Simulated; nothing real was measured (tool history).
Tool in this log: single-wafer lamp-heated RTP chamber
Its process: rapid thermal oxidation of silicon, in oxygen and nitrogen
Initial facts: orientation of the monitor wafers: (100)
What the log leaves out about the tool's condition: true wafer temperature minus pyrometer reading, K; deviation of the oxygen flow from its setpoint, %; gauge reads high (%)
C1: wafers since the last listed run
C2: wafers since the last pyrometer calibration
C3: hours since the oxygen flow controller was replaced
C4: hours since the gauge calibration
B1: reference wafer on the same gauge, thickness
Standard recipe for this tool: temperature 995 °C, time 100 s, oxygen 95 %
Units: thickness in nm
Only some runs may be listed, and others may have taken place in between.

{"run": 1, "day": 0.0, "temperature": 995, "time": 100, "oxygen": 98, "C1": 0, "C2": 3335, "C3": 2349.7, "C4": 201.3, "B1": 8.875, "thickness": 7.649}
{"run": 2, "day": 2.342, "temperature": 995, "time": 100, "oxygen": 98, "C1": 432, "C2": 3767, "C3": 2405.9, "C4": 257.5, "B1": 8.897, "thickness": 7.572}
{"run": 3, "day": 4.8, "temperature": 995, "time": 76, "oxygen": 95, "C1": 453, "C2": 4221, "C3": 2464.9, "C4": 316.5, "B1": 8.899, "thickness": 6.642}
{"run": 4, "day": 8.408, "temperature": 995, "time": 100, "oxygen": 95, "C1": 666, "C2": 4887, "C3": 2551.5, "C4": 403.1, "B1": 8.885, "thickness": 7.521}
{"run": 5, "day": 11.267, "temperature": 995, "time": 100, "oxygen": 95, "C1": 527, "C2": 5415, "C3": 2620.1, "C4": 471.7, "B1": 8.872, "thickness": 7.556}
{"day": 13.546, "done": "gauge calibrated"}
{"run": 6, "day": 15.662, "temperature": 995, "time": 100, "oxygen": 95, "C1": 811, "C2": 6227, "C3": 2725.6, "C4": 50.8, "B1": 8.895, "thickness": 7.569}
{"run": 7, "day": 19.612, "temperature": 995, "time": 100, "oxygen": 95, "C1": 729, "C2": 6956, "C3": 2820.4, "C4": 145.6, "B1": 8.896, "thickness": 7.556}
{"run": 8, "day": 22.133, "temperature": 1019, "time": 53, "oxygen": 98, "C1": 465, "C2": 7422, "C3": 2880.9, "C4": 206.1, "B1": 8.887, "thickness": 6.887}
{"run": 9, "day": 24.392, "temperature": 995, "time": 100, "oxygen": 95, "C1": 417, "C2": 7839, "C3": 2935.1, "C4": 260.3, "B1": 8.896, "thickness": 7.52}
{"day": 25.221, "done": "oxygen flow controller replaced"}
{"run": 10, "day": 26.896, "temperature": 995, "time": 100, "oxygen": 95, "C1": 400, "C2": 8240, "C3": 40.2, "C4": 320.4, "B1": 8.898, "thickness": 7.59}
{"day": 29.85, "done": "pyrometer window cleaned and pyrometer calibrated"}
{"run": 11, "day": 30.633, "temperature": 1016, "time": 100, "oxygen": 95, "C1": 628, "C2": 144, "C3": 129.9, "C4": 410.1, "B1": 8.878, "thickness": 8.838}
{"run": 12, "day": 34.246, "temperature": 995, "time": 100, "oxygen": 98, "C1": 667, "C2": 811, "C3": 216.6, "C4": 496.8, "B1": 8.887, "thickness": 7.672}
{"day": 36.583, "done": "gauge calibrated"}
{"run": 13, "day": 38.679, "temperature": 970, "time": 135, "oxygen": 67, "C1": 818, "C2": 1630, "C3": 323, "C4": 50.3, "B1": 8.878, "thickness": 6.349}
{"run": 14, "day": 41.046, "temperature": 983, "time": 100, "oxygen": 80, "C1": 437, "C2": 2067, "C3": 379.8, "C4": 107.1, "B1": 8.882, "thickness": 6.51}

Each row is a separate what-if for the run after 14, all from the same tool condition, not one after another. Results?
{"run": "A", "day": 41.067, "temperature": 995, "time": 100, "oxygen": 95, "C1": 3, "C2": 2070, "C3": 380.3, "C4": 107.6, "B1": "?", "thickness": "?"}
{"run": "B", "day": 41.067, "temperature": 995, "time": 149, "oxygen": 98, "C1": 3, "C2": 2070, "C3": 380.3, "C4": 107.6, "B1": "?", "thickness": "?"}
{"run": "C", "day": 41.067, "temperature": 1014, "time": 67, "oxygen": 95, "C1": 3, "C2": 2070, "C3": 380.3, "C4": 107.6, "B1": "?", "thickness": "?"}

run=A B1=8.907 thickness=7.523
run=B B1=8.907 thickness=9.131
run=C B1=8.907 thickness=7.228
Stripped of hidden state, with their random variation kept, the same runs would have yielded:
run=A thickness=7.523
run=B thickness=9.131
run=C thickness=7.228

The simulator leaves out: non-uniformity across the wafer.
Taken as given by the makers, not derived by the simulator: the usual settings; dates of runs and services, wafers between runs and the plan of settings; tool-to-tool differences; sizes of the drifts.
